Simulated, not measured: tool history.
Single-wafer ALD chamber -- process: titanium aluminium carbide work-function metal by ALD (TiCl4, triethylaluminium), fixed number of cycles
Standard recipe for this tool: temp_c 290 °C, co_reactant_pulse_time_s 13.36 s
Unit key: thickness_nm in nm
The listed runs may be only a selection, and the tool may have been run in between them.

run     day  temp_c  co_reactant_pulse_time_s  wafers since the last listed run  hours since the last thermocouple change  hours since the last triethylaluminium bottle change  hours since the showerhead was replaced  hours since the gauge calibration  read-back reference wafer on the same gauge, thickness_nm  thickness_nm
  1   0.000     290                     15.87                                 0                                    1224.7                                                 135.3                                   3814.8                             1208.9                                                      2.001         1.938
  2   1.762     290                     15.87                               420                                    1267.0                                                 177.6                                   3857.1                             1251.2                                                      2.006         1.907
  3   3.562     296                     13.36                               429                                    1310.2                                                 220.8                                   3900.3                             1294.4                                                      1.998         1.955
  4   9.746     290                     11.04                              1473                                    1458.6                                                 369.2                                   4048.7                             1442.8                                                      1.996         1.802
  5  11.804     290                     13.36                               490                                    1508.0                                                 418.6                                   4098.1                             1492.2                                                      1.998         1.857
  6  12.850     290                     13.36                               249                                    1533.1                                                 443.7                                   4123.2                             1517.3                                                      2.004         1.831
  7  14.333     290                     13.36                               353                                    1568.7                                                 479.3                                   4158.8                             1552.9                                                      1.997         1.843
  8  16.008     290                     13.36                               399                                    1608.9                                                 519.5                                   4199.0                             1593.1                                                      2.000         1.824
     16.908  -- triethylaluminium bottle replaced
  9  17.038     290                     13.36                               165                                    1633.6                                                   3.1                                   4223.7                             1617.8                                                      2.003         1.901
 10  18.483     290                     13.36                               344                                    1668.3                                                  37.8                                   4258.4                             1652.5                                                      2.000         1.920
 11  19.538     290                     13.36                               251                                    1693.6                                                  63.1                                   4283.7                             1677.8                                                      2.002         1.916
 12  21.671     290                     13.36                               508                                    1744.8                                                 114.3                                   4334.9                             1729.0                                                      2.002         1.926
 13  22.958     290                     17.02                               306                                    1775.7                                                 145.2                                   4365.8                             1759.9                                                      1.996         1.937
 14  25.462     290                     17.02                               596                                    1835.8                                                 205.3                                   4425.9                             1820.0                                                      2.001         1.922
     27.433  -- gauge calibrated
 15  28.342     299                     16.62                               686                                    1904.9                                                 274.4                                   4495.0                               21.8                                                      2.000         2.000
 16  31.212     276                     13.36                               684                                    1973.8                                                 343.3                                   4563.9                               90.7                                                      1.999         1.753
     36.267  -- thermocouple changed; heater temperature recalibrated
     36.600  -- triethylaluminium bottle replaced
 17  38.846     290                     11.47                              1660                                      61.9                                                  53.9                                   4747.1                              273.9                                                      2.000         1.893
 18  44.012     290                     13.36                              1231                                     185.9                                                 177.9                                   4871.1                              397.9                                                      2.000         1.896
 19  46.462     290                     13.36                               584                                     244.7                                                 236.7                                   4929.9                              456.7                                                      2.000         1.902
 20  48.892     290                     13.36                               579                                     303.0                                                 295.0                                   4988.2                              515.0                                                      1.998         1.884
 21  51.117     290                     13.36                               530                                     356.4                                                 348.4                                   5041.6                              568.4                                                      1.997         1.858
 22  53.083     285                     17.78                               468                                     403.6                                                 395.6                                   5088.8                              615.6                                                      2.002         1.870
 23  55.554     294                     16.65                               589                                     462.9                                                 454.9                                   5148.1                              674.9                                                      1.999         1.928
     55.975  -- triethylaluminium bottle replaced
 24  58.433     282                     14.84                               606                                     532.0                                                  59.0                                   5217.2                              744.0                                                      1.997         1.843
 25  60.796     301                      9.28                               563                                     588.7                                                 115.7                                   5273.9                              800.7                                                      1.999         1.887
 26  62.625     300                     18.58                               436                                     632.6                                                 159.6                                   5317.8                              844.6                                                      1.999         2.004
     63.175  -- showerhead replaced
 27  65.275     290                     17.14                               552                                     696.2                                                 223.2                                     50.4                              908.2                                                      1.998         1.900
 28  66.942     279                     13.36                               397                                     736.2                                                 263.2                                     90.4                              948.2                                                      1.997         1.792
 29  68.658     282                     14.84                               409                                     777.4                                                 304.4                                    131.6                              989.4                                                      2.001         1.826
 30  70.854     281                     14.90                               523                                     830.1                                                 357.1                                    184.3                             1042.1                                                      2.002         1.814

Run 31 has not been measured yet. What should we expect?
 31  73.246     305                     13.36                               570                                     887.5                                                 414.5                                    241.7                             1099.5                                                          ?             ?

read-back reference wafer on the same gauge, thickness_nm: 1.999
thickness_nm: 1.963 nm
With no hidden state in the tool, this same run would have given thickness_nm 2.042 nm.
